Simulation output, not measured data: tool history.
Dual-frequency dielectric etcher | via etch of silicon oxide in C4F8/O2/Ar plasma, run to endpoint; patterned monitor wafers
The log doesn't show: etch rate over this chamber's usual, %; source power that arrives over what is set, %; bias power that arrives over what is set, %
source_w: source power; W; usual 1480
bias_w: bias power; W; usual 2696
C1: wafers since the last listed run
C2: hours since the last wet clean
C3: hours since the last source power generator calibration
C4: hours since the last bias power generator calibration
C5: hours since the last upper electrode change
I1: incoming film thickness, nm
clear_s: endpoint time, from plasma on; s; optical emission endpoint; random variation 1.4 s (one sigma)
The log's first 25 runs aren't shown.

{"run": 26, "day": 90.679, "source_w": 1480, "bias_w": 2696, "C1": 279, "C2": 117.2, "C3": 593.3, "C4": 302.4, "C5": 567.4, "I1": 1788.5, "clear_s": 383.5}
{"run": 27, "day": 94.762, "source_w": 1600, "bias_w": 2384, "C1": 391, "C2": 215.2, "C3": 691.3, "C4": 400.4, "C5": 665.4, "I1": 1802.4, "clear_s": 395.3}
{"run": 28, "day": 98.238, "source_w": 1580, "bias_w": 3068, "C1": 333, "C2": 298.6, "C3": 774.7, "C4": 483.8, "C5": 748.8, "I1": 1799.3, "clear_s": 352.7}
{"run": 29, "day": 100.875, "source_w": 1480, "bias_w": 2696, "C1": 253, "C2": 361.9, "C3": 838.0, "C4": 547.1, "C5": 812.1, "I1": 1801.0, "clear_s": 385.4}
{"run": 30, "day": 104.617, "source_w": 1670, "bias_w": 3303, "C1": 359, "C2": 451.7, "C3": 927.8, "C4": 636.9, "C5": 901.9, "I1": 1791.7, "clear_s": 327.5}
{"run": 31, "day": 106.308, "source_w": 1370, "bias_w": 3261, "C1": 162, "C2": 492.3, "C3": 968.4, "C4": 677.5, "C5": 942.5, "I1": 1804.7, "clear_s": 365.2}
{"run": 32, "day": 108.446, "source_w": 1380, "bias_w": 2421, "C1": 205, "C2": 543.6, "C3": 1019.7, "C4": 728.8, "C5": 993.8, "I1": 1808.8, "clear_s": 415.1}
{"run": 33, "day": 111.679, "source_w": 1480, "bias_w": 2696, "C1": 310, "C2": 621.2, "C3": 1097.3, "C4": 806.4, "C5": 1071.4, "I1": 1798.7, "clear_s": 376.6}
{"run": 34, "day": 115.767, "source_w": 1330, "bias_w": 2179, "C1": 392, "C2": 719.3, "C3": 1195.4, "C4": 904.5, "C5": 1169.5, "I1": 1788.9, "clear_s": 433.5}

5 ways to go on from here, each from the tool as it stands after run 34. What would each give?
{"run": "A", "day": 115.788, "source_w": 1480, "bias_w": 2696, "C1": 1, "C2": 719.8, "C3": 1195.9, "C4": 905.0, "C5": 1170.0, "I1": 1778.3, "clear_s": "?"}
{"run": "B", "day": 115.788, "source_w": 1480, "bias_w": 2167, "C1": 1, "C2": 719.8, "C3": 1195.9, "C4": 905.0, "C5": 1170.0, "I1": 1778.3, "clear_s": "?"}
{"run": "C", "day": 115.788, "source_w": 1680, "bias_w": 2911, "C1": 1, "C2": 719.8, "C3": 1195.9, "C4": 905.0, "C5": 1170.0, "I1": 1778.3, "clear_s": "?"}
{"run": "D", "day": 115.788, "source_w": 1250, "bias_w": 2960, "C1": 1, "C2": 719.8, "C3": 1195.9, "C4": 905.0, "C5": 1170.0, "I1": 1778.3, "clear_s": "?"}
{"run": "E", "day": 115.788, "source_w": 1620, "bias_w": 3270, "C1": 1, "C2": 719.8, "C3": 1195.9, "C4": 905.0, "C5": 1170.0, "I1": 1778.3, "clear_s": "?"}

run=A clear_s=373.6
run=B clear_s=413.0
run=C clear_s=342.5
run=D clear_s=384.4
run=E clear_s=330.4
Without the tool's hidden state the same runs would have given:
run=A clear_s=388.0
run=B clear_s=429.0
run=C clear_s=355.8
run=D clear_s=399.3
run=E clear_s=343.2

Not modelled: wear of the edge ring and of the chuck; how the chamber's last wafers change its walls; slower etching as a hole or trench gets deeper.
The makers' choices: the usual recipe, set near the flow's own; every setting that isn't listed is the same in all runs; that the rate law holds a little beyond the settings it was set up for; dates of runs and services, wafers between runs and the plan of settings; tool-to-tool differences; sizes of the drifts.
